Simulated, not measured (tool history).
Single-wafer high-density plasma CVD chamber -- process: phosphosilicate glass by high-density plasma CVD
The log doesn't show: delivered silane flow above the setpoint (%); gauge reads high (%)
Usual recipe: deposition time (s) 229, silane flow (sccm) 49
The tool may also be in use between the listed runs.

run    hour  deposition time (s)  silane flow (sccm)  wafers since the last listed run  hours since the silane flow controller was replaced  hours since the gauge calibration  read-back reference wafer on the same gauge, thickness_nm  mean film thickness on the monitor wafer (nm)
  1       0                  229                  49                                 0                                               2149.1                              209.8                                                    822.822                                        994.197
  2    34.7                  229                  49                               261                                               2183.8                              244.5                                                     823.22                                        994.927
  3    93.5                  229                  54                               443                                               2242.6                              303.3                                                    824.214                                       1095.819
  4   146.4                  229                  54                               398                                               2295.5                              356.2                                                    824.157                                       1100.116
  5   206.4                  229                  54                               452                                               2355.5                              416.2                                                    823.059                                        1100.91
  6   254.4                  229                  49                               361                                               2403.5                              464.2                                                    822.924                                       1006.486
  7   298.7                  219                  41                               334                                               2447.8                              508.5                                                    824.261                                        796.497
  8   328.3                  253                  49                               223                                               2477.4                              538.1                                                    821.981                                       1105.825
  9   383.2                  229                  53                               413                                               2532.3                                593                                                    823.211                                       1085.651
 10   512.6                  229                  49                               975                                               2661.7                              722.4                                                    822.482                                       1010.033
      524.4  -- gauge calibrated
 11   586.2                  229                  49                               555                                               2735.3                               61.8                                                    823.162                                       1006.357
 12     612                  272                  41                               194                                               2761.1                               87.6                                                    823.044                                       1002.893
      637.1  -- silane flow controller replaced
 13   683.5                  229                  49                               478                                                 46.4                              159.1                                                    822.284                                        903.307
 14     757                  183                  45                               554                                                119.9                              232.6                                                    821.906                                         658.36
 15   790.1                  267                  49                               249                                                  153                              265.7                                                    823.524                                       1051.809
      822.3  -- silane flow controller replaced, repeated, since the last time left the tool worse
 16   848.7                  244                  40                               381                                                 26.4                              324.3                                                    822.866                                        853.483
 17   913.8                  260                  43                               490                                                 91.5                              389.4                                                    822.782                                         968.16
 18   944.6                  187                  59                               232                                                122.3                              420.2                                                    823.376                                         962.59
 19    1007                  217                  45                               470                                                184.7                              482.6                                                    823.819                                        851.333
 20  1054.4                  204                  55                               357                                                232.1                                530                                                    822.222                                         976.65

For each run, the measured value with the value that run would have given without the tool's hidden condition subtracted. The run-to-run variation is shared by both, the gauge scatter possibly not:
run  mean film thickness on the monitor wafer (nm)
  1                                        +16.541
  2                                        +17.278
  3                                        +20.408
  4                                        +21.761
  5                                        +23.254
  6                                        +22.362
  7                                        +18.515
  8                                        +26.476
  9                                        +27.417
 10                                        +28.729
 11                                        +30.511
 12                                        +31.076
 13                                        -76.407
 14                                        -55.641
 15                                        -88.837
 16                                         -3.843
 17                                         -4.322
 18                                         -4.265
 19                                          -3.69
 20                                         -4.135
